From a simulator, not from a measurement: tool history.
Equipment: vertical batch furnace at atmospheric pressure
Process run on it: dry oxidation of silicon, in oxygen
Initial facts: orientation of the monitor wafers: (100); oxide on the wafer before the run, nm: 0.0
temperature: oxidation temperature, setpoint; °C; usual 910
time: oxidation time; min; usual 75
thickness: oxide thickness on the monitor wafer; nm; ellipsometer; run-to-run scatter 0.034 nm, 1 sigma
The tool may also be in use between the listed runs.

run     day  temperature   time  read-back reference wafer on the same gauge, thickness  thickness
  1       0          910     59                                                   21.08      18.61
  2   0.479          895   63.5                                                   21.09      16.86
  3   0.975          910    100                                                   21.08      26.48
  4    1.65          910     75                                                   21.11      21.86
  5     2.1          910     91                                                   21.11      24.92
  6   2.546          929  103.5                                                    21.1      32.97
  7   2.962          929  103.5                                                   21.09      32.93
      5.579  -- boat lift adjusted
  8     5.6          929  103.5                                                   21.09      32.93
  9   5.812          910     75                                                    21.1      21.92
 10   6.558          910     75                                                   21.08      21.94
 11   7.383          910    101                                                   21.11      26.76
 12   7.762          910     75                                                   21.09      21.95
 13     8.6          910   61.5                                                   21.09       19.3
      9.779  -- thermocouples replaced and temperature profile calibrated
 14     9.8          910   61.5                                                   21.12      18.46
 15  10.021          928   94.5                                                    21.1      29.39
     10.408  -- gauge calibrated
 16    10.6          931     75                                                    21.1      25.89
 17  11.033          910     75                                                   21.11      21.01
 18  11.733          910     91                                                    21.1      23.94
 19  12.333          923     88                                                   21.09      26.71
 20  12.812          923    108                                                    21.1      30.66
 21  13.125          901     60                                                   21.09      16.61
 22  13.604          920     87                                                    21.1      25.71

Estimate the outcome of run 23 from the log above:
 23  14.004          910    75                                                       ?          ?

{"run 23": {"read-back reference wafer on the same gauge, thickness": 21.1, "thickness": 21.04}}
Were there no unlogged condition in the tool, this run, its random variation unchanged, would have produced thickness 20.97 nm.
